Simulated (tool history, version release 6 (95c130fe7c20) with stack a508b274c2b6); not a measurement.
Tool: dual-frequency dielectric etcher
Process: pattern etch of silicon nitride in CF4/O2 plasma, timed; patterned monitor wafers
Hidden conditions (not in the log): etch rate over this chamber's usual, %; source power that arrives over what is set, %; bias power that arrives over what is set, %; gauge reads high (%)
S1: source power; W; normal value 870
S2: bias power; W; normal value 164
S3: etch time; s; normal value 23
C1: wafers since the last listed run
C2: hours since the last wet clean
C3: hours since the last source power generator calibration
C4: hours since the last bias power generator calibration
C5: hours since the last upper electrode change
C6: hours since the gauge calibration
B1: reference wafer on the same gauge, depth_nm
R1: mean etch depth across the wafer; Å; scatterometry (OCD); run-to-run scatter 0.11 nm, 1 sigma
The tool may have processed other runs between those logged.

run 1 day=0 | S1=960 S2=164 S3=18.5 | C1=0 C2=322.6 C3=3757 C4=3402.1 C5=2151.4 C6=118 | B1=82.7 | R1=693
run 2 day=0.567 | S1=960 S2=164 S3=18.5 | C1=260 C2=336.2 C3=3770.6 C4=3415.7 C5=2165 C6=131.6 | B1=82.7 | R1=692
run 3 day=0.954 | S1=960 S2=164 S3=18.5 | C1=177 C2=345.5 C3=3779.9 C4=3425 C5=2174.3 C6=140.9 | B1=82.7 | R1=692
run 4 day=1.25 | S1=870 S2=164 S3=23 | C1=135 C2=352.6 C3=3787 C4=3432.1 C5=2181.4 C6=148 | B1=82.7 | R1=778
run 5 day=1.633 | S1=870 S2=164 S3=23 | C1=175 C2=361.8 C3=3796.2 C4=3441.3 C5=2190.6 C6=157.2 | B1=82.7 | R1=778
run 6 day=2.017 | S1=870 S2=164 S3=23 | C1=175 C2=371 C3=3805.4 C4=3450.5 C5=2199.8 C6=166.4 | B1=82.7 | R1=779
run 7 day=2.567 | S1=870 S2=192 S3=23 | C1=252 C2=384.2 C3=3818.6 C4=3463.7 C5=2213 C6=179.6 | B1=82.7 | R1=819
run 8 day=3.146 | S1=870 S2=164 S3=23 | C1=265 C2=398.1 C3=3832.5 C4=3477.6 C5=2226.9 C6=193.5 | B1=82.7 | R1=779
run 9 day=3.425 | S1=870 S2=164 S3=23 | C1=128 C2=404.8 C3=3839.2 C4=3484.3 C5=2233.6 C6=200.2 | B1=82.7 | R1=779
-- day=4.629 wet clean of the chamber
run 10 day=4.65 | S1=870 S2=164 S3=23 | C1=103 C2=0.5 C3=3868.6 C4=3513.7 C5=2263 C6=229.6 | B1=82.7 | R1=766
run 11 day=4.667 | S1=870 S2=164 S3=23 | C1=7 C2=0.9 C3=3869 C4=3514.1 C5=2263.4 C6=230 | B1=82.7 | R1=768
run 12 day=4.875 | S1=870 S2=164 S3=20.5 | C1=95 C2=5.9 C3=3874 C4=3519.1 C5=2268.4 C6=235 | B1=82.7 | R1=681
-- day=5.479 source power generator calibrated
run 13 day=5.5 | S1=750 S2=145 S3=23 | C1=210 C2=20.9 C3=0.5 C4=3534.1 C5=2283.4 C6=250 | B1=82.7 | R1=628
-- day=6.504 upper electrode replaced
-- day=6.512 gauge calibrated
run 14 day=6.525 | S1=870 S2=138 S3=23 | C1=11 C2=45.5 C3=25.1 C4=3558.7 C5=0.5 C6=0.3 | B1=82.7 | R1=729
run 15 day=6.538 | S1=870 S2=147 S3=23 | C1=5 C2=45.8 C3=25.4 C4=3559 C5=0.8 C6=0.6 | B1=82.7 | R1=743
run 16 day=7.196 | S1=870 S2=164 S3=26.5 | C1=302 C2=61.6 C3=41.2 C4=3574.8 C5=16.6 C6=16.4 | B1=82.7 | R1=886
-- day=7.733 bias power generator calibrated
run 17 day=7.754 | S1=1070 S2=147 S3=29 | C1=179 C2=75 C3=54.6 C4=0.5 C5=30 C6=29.8 | B1=82.7 | R1=1161
run 18 day=8.217 | S1=870 S2=131 S3=20.5 | C1=212 C2=86.1 C3=65.7 C4=11.6 C5=41.1 C6=40.9 | B1=82.7 | R1=642
run 19 day=8.592 | S1=670 S2=123 S3=23 | C1=172 C2=95.1 C3=74.7 C4=20.6 C5=50.1 C6=49.9 | B1=82.6 | R1=532
run 20 day=9.171 | S1=870 S2=164 S3=23 | C1=265 C2=109 C3=88.6 C4=34.5 C5=64 C6=63.8 | B1=82.7 | R1=769
run 21 day=9.85 | S1=870 S2=185 S3=23 | C1=311 C2=125.3 C3=104.9 C4=50.8 C5=80.3 C6=80.1 | B1=82.7 | R1=799
run 22 day=10.312 | S1=1080 S2=149 S3=23 | C1=212 C2=136.4 C3=116 C4=61.9 C5=91.4 C6=91.2 | B1=82.7 | R1=937
run 23 day=10.921 | S1=870 S2=164 S3=23 | C1=279 C2=151 C3=130.6 C4=76.5 C5=106 C6=105.8 | B1=82.7 | R1=773
run 24 day=11.45 | S1=770 S2=127 S3=29 | C1=242 C2=163.7 C3=143.3 C4=89.2 C5=118.7 C6=118.5 | B1=82.7 | R1=791

Here are 5 independent what-if runs from the current tool condition. What would each one return?
run A day=11.467 | S1=870 S2=164 S3=23 | C1=7 C2=164.1 C3=143.7 C4=89.6 C5=119.1 C6=118.9 | B1=? | R1=?
run B day=11.467 | S1=970 S2=196 S3=19 | C1=7 C2=164.1 C3=143.7 C4=89.6 C5=119.1 C6=118.9 | B1=? | R1=?
run C day=11.467 | S1=1050 S2=204 S3=20 | C1=7 C2=164.1 C3=143.7 C4=89.6 C5=119.1 C6=118.9 | B1=? | R1=?
run D day=11.467 | S1=870 S2=129 S3=23 | C1=7 C2=164.1 C3=143.7 C4=89.6 C5=119.1 C6=118.9 | B1=? | R1=?
run E day=11.467 | S1=870 S2=164 S3=25.5 | C1=7 C2=164.1 C3=143.7 C4=89.6 C5=119.1 C6=118.9 | B1=? | R1=?

run=A B1=82.7 R1=772
run=B B1=82.7 R1=756
run=C B1=82.7 R1=874
run=D B1=82.7 R1=719
run=E B1=82.7 R1=856
What these runs would have given with no unlogged condition in the tool:
run=A R1=763
run=B R1=747
run=C R1=864
run=D R1=711
run=E R1=846
